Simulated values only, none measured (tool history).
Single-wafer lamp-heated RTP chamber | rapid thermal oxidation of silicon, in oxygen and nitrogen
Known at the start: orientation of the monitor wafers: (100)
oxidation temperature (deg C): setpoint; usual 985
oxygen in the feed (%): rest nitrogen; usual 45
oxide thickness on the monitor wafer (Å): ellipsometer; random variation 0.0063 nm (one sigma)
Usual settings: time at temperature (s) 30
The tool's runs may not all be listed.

run,day,oxidation temperature (deg C),time at temperature (s),oxygen in the feed (%),wafers since the last listed run,wafers since the last pyrometer calibration,hours since the oxygen flow controller was replaced,hours since the gauge calibration,"read-back reference wafer on the same gauge, thickness",oxide thickness on the monitor wafer (Å)
1,0,985,41,45,0,502,565.8,509.9,2.41,32.25
2,9.8,985,41,45,1790,2292,801,745.1,2.411,32.27
3,12.258,997,30,45,449,2742,860,804.1,2.408,30.91
4,14.258,997,30,45,365,3107,908,852.1,2.411,30.94
5,19.754,997,30,45,1004,4111,1039.9,984,2.409,30.85
6,22.458,985,30,45,494,4606,1104.8,1048.9,2.41,28.92
# day 22.958: pyrometer window cleaned and pyrometer calibrated
7,25.467,985,30,45,488,458,1177,1121.1,2.413,28.96
8,29.929,985,30,45,815,1273,1284.1,1228.2,2.409,28.93
9,33.15,985,30,45,588,1862,1361.4,1305.5,2.409,28.99
10,37.204,985,30,45,740,2603,1458.7,1402.8,2.407,28.85
11,39.529,1003,30,39,424,3027,1514.5,1458.6,2.41,30.69
12,43.929,985,30,45,804,3832,1620.1,1564.2,2.408,28.94
13,48.325,985,30,45,803,4635,1725.6,1669.7,2.41,28.94
# day 49.742: pyrometer window cleaned and pyrometer calibrated
14,52.662,985,30,45,731,533,1829.7,1773.8,2.411,28.92
15,57.092,985,30,36,809,1343,1936,1880.1,2.409,27.33
16,58.971,985,30,53,343,1686,1981.1,1925.2,2.41,30.09
17,62.112,985,19,57,574,2260,2056.5,2000.6,2.41,26.65
18,65.512,985,30,45,621,2881,2138.1,2082.2,2.411,28.95
19,68.079,1000,42,45,469,3350,2199.7,2143.8,2.41,35.64
# day 69.7: oxygen flow controller replaced
20,70.429,985,30,45,368,3719,17.5,2200.2,2.41,29.15
# day 73.962: pyrometer window cleaned and pyrometer calibrated
21,74.529,1011,30,45,688,103,115.9,2298.6,2.41,33.89
22,76.858,985,30,45,425,528,171.8,2354.5,2.409,29.01
23,80.079,962,30,74,588,1117,249.1,2431.8,2.409,28.99
24,86.754,985,30,45,1219,2337,409.3,2592,2.41,29
# day 87.125: gauge calibrated
25,89.108,985,30,45,430,2767,465.8,47.6,2.41,29
26,93.417,985,45,33,787,3554,569.2,151,2.41,30.79
27,97.104,1004,38,66,673,4228,657.7,239.5,2.411,40.01
28,99.454,957,26,45,429,4657,714.1,295.9,2.409,24.42
# day 99.879: pyrometer window cleaned and pyrometer calibrated
29,101.454,1000,41,72,304,288,762.1,343.9,2.407,41.41
30,105.05,1003,34,45,657,945,848.4,430.2,2.412,33.58
31,108.342,985,30,45,601,1546,927.4,509.2,2.408,28.96
32,112.212,1000,41,72,707,2254,1020.3,602.1,2.407,41.34
33,115.2,985,42,45,545,2800,1092,673.8,2.409,32.5
34,116.738,985,39,57,280,3081,1128.9,710.7,2.411,33.98
35,118.858,977,43,74,387,3468,1179.8,761.6,2.407,36.15
36,121.833,985,24,45,543,4012,1251.2,833,2.412,27.02
# day 124.017: pyrometer window cleaned and pyrometer calibrated
37,124.871,1010,21,32,494,156,1324.1,905.9,2.409,27.14

Forecast each of these 5 alternatives for the next run:
A,124.888,985,36,45,3,159,1324.5,906.3,?,?
B,124.888,1000,38,61,3,159,1324.5,906.3,?,?
C,124.888,959,26,71,3,159,1324.5,906.3,?,?
D,124.888,964,17,31,3,159,1324.5,906.3,?,?
E,124.888,971,41,58,3,159,1324.5,906.3,?,?

run,"read-back reference wafer on the same gauge, thickness",oxide thickness on the monitor wafer (Å)
A,2.41,30.85
B,2.41,37.86
C,2.41,27.05
D,2.41,21.68
E,2.41,31.9
Without the tool's hidden state the same runs would have given:
run,oxide thickness on the monitor wafer (Å)
A,31.15
B,38.17
C,27.16
D,21.79
E,32.14
